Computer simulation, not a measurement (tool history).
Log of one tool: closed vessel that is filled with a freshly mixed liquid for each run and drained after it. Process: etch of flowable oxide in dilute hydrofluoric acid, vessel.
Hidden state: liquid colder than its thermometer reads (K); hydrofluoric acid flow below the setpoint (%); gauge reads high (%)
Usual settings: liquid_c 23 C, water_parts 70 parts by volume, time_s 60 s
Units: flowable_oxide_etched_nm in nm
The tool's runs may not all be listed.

| run | hour | liquid_c | water_parts | time_s | wafers since the last listed run | hours since the thermometer was replaced | hours since the hydrofluoric acid flow meter was replaced | hours since the gauge calibration | read-back film thickness of the flowable oxide reference wafer, read on the same gauge (nm) | flowable_oxide_etched_nm |
|---|---|---|---|---|---|---|---|---|---|---|
| 1 | 0 | 24.5 | 70 | 75 | 0 | 887.3 | 1518.5 | 590.8 | 59.96 | 51.98 |
| 2 | 44.9 | 24.5 | 70 | 75 | 3445 | 932.2 | 1563.4 | 635.7 | 60.03 | 51.61 |
| 3 | 110.8 | 26.5 | 90 | 60 | 5057 | 998.1 | 1629.3 | 701.6 | 60.01 | 32.95 |
|  | 132.8 | gauge calibrated |
| 4 | 135.7 | 26.5 | 90 | 60 | 1910 | 1023 | 1654.2 | 2.9 | 60.04 | 33.28 |
| 5 | 184.3 | 26.5 | 90 | 60 | 3729 | 1071.6 | 1702.8 | 51.5 | 60.02 | 33.33 |
| 6 | 253.8 | 23 | 70 | 60 | 5333 | 1141.1 | 1772.3 | 121 | 60.05 | 38.66 |
| 7 | 311 | 23 | 70 | 60 | 4389 | 1198.3 | 1829.5 | 178.2 | 60 | 37.86 |
| 8 | 341.9 | 23 | 70 | 60 | 2371 | 1229.2 | 1860.4 | 209.1 | 60.02 | 37.37 |
|  | 360.7 | thermometer replaced |
| 9 | 390.8 | 23 | 70 | 85 | 3676 | 30.1 | 1909.3 | 258 | 59.97 | 53.17 |
| 10 | 450.5 | 26.5 | 70 | 70 | 4581 | 89.8 | 1969 | 317.7 | 60.03 | 50.39 |
| 11 | 494.5 | 27.5 | 105 | 60 | 3376 | 133.8 | 2013 | 361.7 | 60.02 | 28.31 |
|  | 561.3 | hydrofluoric acid flow meter replaced |
| 12 | 661.1 | 20.5 | 70 | 80 | 12709 | 300.4 | 99.8 | 528.3 | 60.02 | 52.27 |
| 13 | 872 | 23 | 70 | 60 | 16185 | 511.3 | 310.7 | 739.2 | 59.98 | 41.91 |
|  | 873.2 | gauge calibrated |
| 14 | 931.7 | 23 | 70 | 60 | 4581 | 571 | 370.4 | 58.5 | 59.96 | 41.91 |
| 15 | 989.6 | 23 | 70 | 60 | 4443 | 628.9 | 428.3 | 116.4 | 60.02 | 41.31 |
| 16 | 1098.5 | 26.5 | 70 | 40 | 8357 | 737.8 | 537.2 | 225.3 | 59.97 | 31.5 |
| 17 | 1166.3 | 27 | 70 | 50 | 5203 | 805.6 | 605 | 293.1 | 59.97 | 39.91 |

Hidden state at the last listed run before each entry between runs and at the first one after, where it differs:
Between runs 3 and 4: gauge calibrated (hour 132.8)
  hydrofluoric acid flow below the setpoint (%): 10.7 -> 10.9
  measured less the result without the state, flowable_oxide_etched_nm: -4.47 -> -4.6 nm
Between runs 8 and 9: thermometer replaced (hour 360.7)
  hydrofluoric acid flow below the setpoint (%): 12.1 -> 12.4
  measured less the result without the state, flowable_oxide_etched_nm: -5.68 -> -8.31 nm
Between runs 11 and 12: hydrofluoric acid flow meter replaced (hour 561.3)
  hydrofluoric acid flow below the setpoint (%): 13.1 -> 2.09
  measured less the result without the state, flowable_oxide_etched_nm: -4.94 -> -1.2 nm
Between runs 13 and 14: gauge calibrated (hour 873.2)
  hydrofluoric acid flow below the setpoint (%): 3.4 -> 3.77
  measured less the result without the state, flowable_oxide_etched_nm: -1.61 -> -1.79 nm
